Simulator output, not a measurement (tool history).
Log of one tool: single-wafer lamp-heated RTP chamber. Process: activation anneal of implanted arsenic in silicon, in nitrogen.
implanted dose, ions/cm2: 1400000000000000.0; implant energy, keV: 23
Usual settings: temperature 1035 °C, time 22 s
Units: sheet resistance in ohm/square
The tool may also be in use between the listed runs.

run    hour  temperature  time  read-back reference wafer on the same gauge, sheet resistance  sheet resistance
  1     0.0         1035    22                                                          98.63             92.09
  2    73.6         1035    22                                                          98.41             90.66
  3   112.6         1035    22                                                          98.62             91.97
  4   152.8         1035    22                                                          98.45             90.80
  5   214.0         1041    22                                                          98.35             89.80
  6   257.4         1035    22                                                          98.30             92.15
  7   531.1         1035    22                                                          98.41             91.35
  8   588.6         1035    22                                                          98.52             92.49
  9   685.3         1035    22                                                          98.44             91.66
 10   767.0         1035    22                                                          98.46             92.13
 11  1033.7         1035    22                                                          98.46             91.86
 12  1105.8         1035    22                                                          98.59             91.12
 13  1167.6         1021    22                                                          98.45             95.19
 14  1226.5         1021    22                                                          98.62             95.25
 15  1330.7         1021    22                                                          98.44             95.54
 16  1384.9         1035    22                                                          98.61             91.31
 17  1431.4         1035    22                                                          98.65             91.81
 18  1502.1         1035    22                                                          98.43             91.75
 19  1548.1         1019    35                                                          98.57             90.98
 20  1633.8         1035    22                                                          98.59             90.89
 21  1707.3         1035    22                                                          98.61             92.59
 22  1749.1         1035    22                                                          98.59             92.08
 23  1836.7         1035    22                                                          98.58             91.37
 24  1886.3         1051    34                                                          98.30             83.43
 25  1974.9         1026    31                                                          98.57             90.19
 26  2015.1         1035    22                                                          98.60             91.15
 27  2083.6         1035    22                                                          98.47             91.57
 28  2176.9         1035    10                                                          98.36             99.82
 29  2279.6         1052    11                                                          98.69             94.67
 30  2331.6         1016    22                                                          98.44             96.71
 31  2370.8         1064    18                                                          98.58             86.20
 32  2463.2         1012    32                                                          98.37             93.90
 33  2517.0         1013    31                                                          98.37             93.85
 34  2621.1         1035    30                                                          98.48             88.54
 35  2657.7         1035    22                                                          98.57             92.42
 36  2757.3         1021    22                                                          98.54             95.20
 37  2797.3         1058    12                                                          98.53             91.39

Not shown: 9 entries that the log had between the listed runs. Between which runs, and how does the tool's hidden state differ before and after?
Between runs 2 and 3: reflector plate cleaned (hour 107.5)
  no hidden state differs between the two runs
Between runs 3 and 4: pyrometer window cleaned and pyrometer calibrated (hour 121.2)
  no hidden state differs between the two runs
Between runs 10 and 11: pyrometer window cleaned and pyrometer calibrated (hour 781.3)
  no hidden state differs between the two runs
Between runs 12 and 13: reflector plate cleaned (hour 1167.1)
  no hidden state differs between the two runs
Between runs 15 and 16: pyrometer window cleaned and pyrometer calibrated (hour 1350.1)
  no hidden state differs between the two runs
Between runs 18 and 19: gauge calibrated (hour 1504.1)
  no hidden state differs between the two runs
Between runs 24 and 25: pyrometer window cleaned and pyrometer calibrated (hour 1896.0)
  no hidden state differs between the two runs
Between runs 28 and 29: reflector plate cleaned (hour 2253.6)
  no hidden state differs between the two runs
Between runs 32 and 33: pyrometer window cleaned and pyrometer calibrated (hour 2489.5)
  no hidden state differs between the two runs
